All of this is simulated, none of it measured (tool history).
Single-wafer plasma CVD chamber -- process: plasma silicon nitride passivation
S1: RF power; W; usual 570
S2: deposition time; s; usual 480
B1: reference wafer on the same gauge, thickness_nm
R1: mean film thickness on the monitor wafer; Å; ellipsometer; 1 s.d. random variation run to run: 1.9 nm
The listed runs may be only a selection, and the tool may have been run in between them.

{"run": 1, "hour": 0.0, "S1": 510, "S2": 446, "B1": 629.908, "R1": 7033.08}
{"run": 2, "hour": 29.4, "S1": 510, "S2": 446, "B1": 629.231, "R1": 7021.01}
{"run": 3, "hour": 69.8, "S1": 570, "S2": 434, "B1": 628.659, "R1": 6967.5}
{"hour": 113.6, "done": "gauge calibrated"}
{"run": 4, "hour": 139.1, "S1": 570, "S2": 480, "B1": 633.518, "R1": 7761.5}
{"run": 5, "hour": 203.2, "S1": 570, "S2": 480, "B1": 633.073, "R1": 7744.8}
{"run": 6, "hour": 270.6, "S1": 570, "S2": 480, "B1": 631.33, "R1": 7725.29}
{"run": 7, "hour": 341.5, "S1": 570, "S2": 480, "B1": 630.598, "R1": 7699.75}
{"run": 8, "hour": 368.0, "S1": 570, "S2": 480, "B1": 630.114, "R1": 7703.57}
{"run": 9, "hour": 399.9, "S1": 570, "S2": 480, "B1": 629.792, "R1": 7705.28}
{"run": 10, "hour": 453.6, "S1": 605, "S2": 480, "B1": 628.931, "R1": 7825.65}
{"run": 11, "hour": 490.9, "S1": 570, "S2": 480, "B1": 627.882, "R1": 7708.52}
{"run": 12, "hour": 533.3, "S1": 510, "S2": 446, "B1": 627.515, "R1": 7001.18}
{"run": 13, "hour": 568.8, "S1": 570, "S2": 480, "B1": 627.429, "R1": 7684.66}
{"hour": 593.3, "done": "gauge calibrated"}
{"run": 14, "hour": 605.3, "S1": 610, "S2": 572, "B1": 635.023, "R1": 9386.73}
{"run": 15, "hour": 637.5, "S1": 625, "S2": 433, "B1": 634.781, "R1": 7090.04}
{"hour": 647.0, "done": "RF generator calibrated"}
{"run": 16, "hour": 662.5, "S1": 615, "S2": 545, "B1": 634.511, "R1": 8960.31}
{"hour": 714.5, "done": "showerhead replaced"}
{"run": 17, "hour": 715.0, "S1": 570, "S2": 480, "B1": 633.9, "R1": 7740.18}
{"run": 18, "hour": 770.3, "S1": 570, "S2": 541, "B1": 632.171, "R1": 8752.77}
{"run": 19, "hour": 837.4, "S1": 655, "S2": 529, "B1": 631.597, "R1": 8779.33}
{"run": 20, "hour": 871.8, "S1": 530, "S2": 565, "B1": 631.002, "R1": 8982.67}
{"run": 21, "hour": 932.3, "S1": 625, "S2": 398, "B1": 630.187, "R1": 6491.92}

What if the next run were any one of these 5? Each begins from the tool's condition after run 21:
{"run": "A", "hour": 932.8, "S1": 465, "S2": 480, "B1": "?", "R1": "?"}
{"run": "B", "hour": 932.8, "S1": 570, "S2": 402, "B1": "?", "R1": "?"}
{"run": "C", "hour": 932.8, "S1": 485, "S2": 413, "B1": "?", "R1": "?"}
{"run": "D", "hour": 932.8, "S1": 655, "S2": 517, "B1": "?", "R1": "?"}
{"run": "E", "hour": 932.8, "S1": 490, "S2": 429, "B1": "?", "R1": "?"}

run=A B1=629.492 R1=7442.87
run=B B1=629.492 R1=6462.52
run=C B1=629.492 R1=6450.36
run=D B1=629.492 R1=8533.08
run=E B1=629.492 R1=6712.18
Without the tool's unlogged condition, the same runs would have read:
run=A R1=7501.51
run=B R1=6513.43
run=C R1=6501.19
run=D R1=8600.31
run=E R1=6765.06
